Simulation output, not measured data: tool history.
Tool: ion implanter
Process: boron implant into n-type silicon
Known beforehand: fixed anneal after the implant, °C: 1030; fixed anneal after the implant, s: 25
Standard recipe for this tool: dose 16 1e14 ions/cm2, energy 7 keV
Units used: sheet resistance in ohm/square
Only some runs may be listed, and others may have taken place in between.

run,hour,dose,energy,"read-back reference wafer on the same gauge, sheet resistance",sheet resistance
1,0,16,7,116.04,105.1
2,40,19.78,7,116.13,99.45
3,65,19.78,7,116.05,98.92
4,94.2,19.78,7,115.97,98.97
5,136.3,18.39,8,115.97,95.96
6,169.2,18.39,8,116.05,95.61
7,209.9,18.39,8,116.11,95.78
8,245.8,16,7,115.95,105.44
9,296.8,16,7,115.92,104.93
10,367.8,16,7,115.92,105.23
11,437.4,16,7,115.95,105.01
12,473.9,18.44,5,115.93,114.35
13,499.6,18.44,5,116.04,114.08
14,553.1,18.44,5,116.01,114.31
# hour 572.7: extraction supply calibrated
15,598.9,17,7,116.13,103.71
16,624.5,17,7,115.79,103.6
17,668.5,16,8.5,116.06,98.28
18,707.4,16,7,116.05,105.71
# hour 718.3: gauge calibrated
19,757.8,16,7,116.09,106.5
# hour 794.4: Faraday cup replaced and dose calibrated
20,824.2,16,6,115.9,110.94
21,988,17.76,8.5,116.15,93.76
22,1048.1,11.5,8.5,115.98,116.18
23,1090.5,16,7,115.93,104.95
24,1153.7,16,7,115.96,105.04
25,1220,13.54,6,116.1,116.94
26,1246.9,18.92,5.5,115.97,110.51
27,1273.1,16,7,116.05,105.1
28,1339.4,16,7,116.15,104.93
29,1376,18.32,9,116.06,91.29
30,1441.1,13.14,9,116.16,106.01
31,1510.2,14.07,4.5,115.93,125.66
32,1633.6,16,9.5,116.05,95.06
33,1691.6,11.77,9,115.91,114.18
34,1748.2,13.33,5,115.95,125.39
35,1774.5,14.54,6,115.93,115.17
36,1819.4,16,7,115.92,105.88
37,1855.9,14.28,7,115.84,111.29
38,1921,20.71,9.5,115.89,86.31

What was the tool's hidden state at every run in the log?
deviation of the true energy from its setpoint, %: 0 at every run
gauge reads high (%): 0 at every run
H1: deviation of the true dose from the Faraday cup's reading, %
run,H1
1,-0.216
2,-0.313
3,-0.38
4,-0.462
5,-0.591
6,-0.7
7,-0.845
8,-0.982
9,-1.19
10,-1.51
11,-1.86
12,-2.05
13,-2.19
14,-2.5
15,-2.78
16,-2.94
17,-3.23
18,-3.5
19,-3.86
20,-0.313
21,-0.434
22,-0.523
23,-0.6
24,-0.737
25,-0.909
26,-0.987
27,-1.07
28,-1.29
29,-1.43
30,-1.69
31,-2
32,-2.64
33,-2.97
34,-3.32
35,-3.48
36,-3.78
37,-4.03
38,-4.5

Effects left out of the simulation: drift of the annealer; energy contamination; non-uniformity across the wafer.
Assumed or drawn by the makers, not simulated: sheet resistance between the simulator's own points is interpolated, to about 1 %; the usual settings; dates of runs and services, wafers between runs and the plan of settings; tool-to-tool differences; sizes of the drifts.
